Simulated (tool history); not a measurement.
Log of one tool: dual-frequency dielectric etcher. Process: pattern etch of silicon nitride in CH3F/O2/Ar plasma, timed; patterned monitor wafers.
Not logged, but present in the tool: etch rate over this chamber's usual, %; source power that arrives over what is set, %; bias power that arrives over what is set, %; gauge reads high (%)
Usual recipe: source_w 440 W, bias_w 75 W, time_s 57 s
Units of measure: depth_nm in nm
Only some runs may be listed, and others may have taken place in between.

run   hour  source_w  bias_w  time_s  wafers since the last listed run  hours since the last wet clean  hours since the last source power generator calibration  hours since the last bias power generator calibration  hours since the last upper electrode change  hours since the gauge calibration  read-back reference wafer on the same gauge, depth_nm  depth_nm
  1      0       400      68      57                                 0                           505.1                                                   2166.5                                                 2351.7                                         2659                              760.2                                                  47.81     41.04
  2   35.7       400      68      57                               333                           540.8                                                   2202.2                                                 2387.4                                       2694.7                              795.9                                                  47.82     41.19
  3     63       440      75      57                               254                           568.1                                                   2229.5                                                 2414.7                                         2722                              823.2                                                  48.04     43.39
      93.5  -- upper electrode replaced
  4     94       490      75      62                                65                           599.1                                                   2260.5                                                 2445.7                                          0.5                              854.2                                                  47.91     49.22
     104.7  -- source power generator calibrated
     134.4  -- wet clean of the chamber
  5  134.9       440      75      57                               120                             0.5                                                     30.2                                                 2486.6                                         41.4                              895.1                                                  47.75     43.93
  6  151.8       440      75      57                               157                            17.4                                                     47.1                                                 2503.5                                         58.3                                912                                                  47.84     44.27
  7  173.1       440      75      57                               198                            38.7                                                     68.4                                                 2524.8                                         79.6                              933.3                                                  48.11     43.71
     173.3  -- gauge calibrated
  8  206.3       440      75      57                               309                            71.9                                                    101.6                                                   2558                                        112.8                                 33                                                  47.94     43.68
  9  228.4       440      75    72.5                               206                              94                                                    123.7                                                 2580.1                                        134.9                               55.1                                                  47.83     56.08
 10  261.1       440      75    48.5                               305                           126.7                                                    156.4                                                 2612.8                                        167.6                               87.8                                                  47.85     37.62
 11  307.4       440      65      57                               432                             173                                                    202.7                                                 2659.1                                        213.9                              134.1                                                  48.06     41.23
 12  336.8       410      75    69.5                               274                           202.4                                                    232.1                                                 2688.5                                        243.3                              163.5                                                  47.98     52.24
     352.2  -- bias power generator calibrated
 13    358       440      75      57                               160                           223.6                                                    253.3                                                    5.8                                        264.5                              184.7                                                  47.79     43.87
 14  383.3       510      64    61.5                               236                           248.9                                                    278.6                                                   31.1                                        289.8                                210                                                  47.85     46.46
 15  400.6       390      67    63.5                               161                           266.2                                                    295.9                                                   48.4                                        307.1                              227.3                                                  47.86     45.17
 16  423.1       360      88    68.5                               210                           288.7                                                    318.4                                                   70.9                                        329.6                              249.8                                                  47.89     52.98
 17  437.6       350      75      57                               135                           303.2                                                    332.9                                                   85.4                                        344.1                              264.3                                                  47.93     40.82
 18  450.9       440      75      57                               124                           316.5                                                    346.2                                                   98.7                                        357.4                              277.6                                                  47.97      43.8
 19  470.2       440      75      57                               180                           335.8                                                    365.5                                                    118                                        376.7                              296.9                                                  47.88     43.89
 20  490.4       340      69    65.5                               188                             356                                                    385.7                                                  138.2                                        396.9                              317.1                                                  47.95     45.38
 21  521.9       440      75      42                               294                           387.5                                                    417.2                                                  169.7                                        428.4                              348.6                                                     48      32.1
 22  557.5       400      75      57                               332                           423.1                                                    452.8                                                  205.3                                          464                              384.2                                                   47.9     42.21
 23  590.7       390      68    47.5                               309                           456.3                                                      486                                                  238.5                                        497.2                              417.4                                                  48.03     34.14
 24    618       340      75      46                               254                           483.6                                                    513.3                                                  265.8                                        524.5                              444.7                                                  48.04     32.98
 25  653.6       400      57    48.5                               332                           519.2                                                    548.9                                                  301.4                                        560.1                              480.3                                                  47.77     32.69
     700.5  -- wet clean of the chamber
 26    701       380      67      68                               218                             0.5                                                    596.3                                                  348.8                                        607.5                              527.7                                                  47.96     48.11
 27  712.5       390      75      50                               107                              12                                                    607.8                                                  360.3                                          619                              539.2                                                  47.78     37.39
 28  745.5       440      75      57                               308                              45                                                    640.8                                                  393.3                                          652                              572.2                                                  47.74     43.66
 29  765.4       440      75      57                               185                            64.9                                                    660.7                                                  413.2                                        671.9                              592.1                                                  47.78     44.06

5 ways to go on from here, each from the tool as it stands after run 29. What would each give?
  A  765.8       440      75      57                                 3                            65.3                                                    661.1                                                  413.6                                        672.3                              592.5                                                      ?         ?
  B  765.8       440      58      57                                 3                            65.3                                                    661.1                                                  413.6                                        672.3                              592.5                                                      ?         ?
  C  765.8       350      75    68.5                                 3                            65.3                                                    661.1                                                  413.6                                        672.3                              592.5                                                      ?         ?
  D  765.8       480      68      48                                 3                            65.3                                                    661.1                                                  413.6                                        672.3                              592.5                                                      ?         ?
  E  765.8       350      84      57                                 3                            65.3                                                    661.1                                                  413.6                                        672.3                              592.5                                                      ?         ?

run  read-back reference wafer on the same gauge, depth_nm  depth_nm
  A                                                  47.85     43.95
  B                                                  47.85     39.91
  C                                                  47.85     49.41
  D                                                  47.85     36.62
  E                                                  47.85     42.97
The same runs, with their run-to-run variation unchanged, on a tool lacking any hidden condition would have given:
run  depth_nm
  A     43.95
  B     39.91
  C     49.41
  D     36.62
  E     42.97
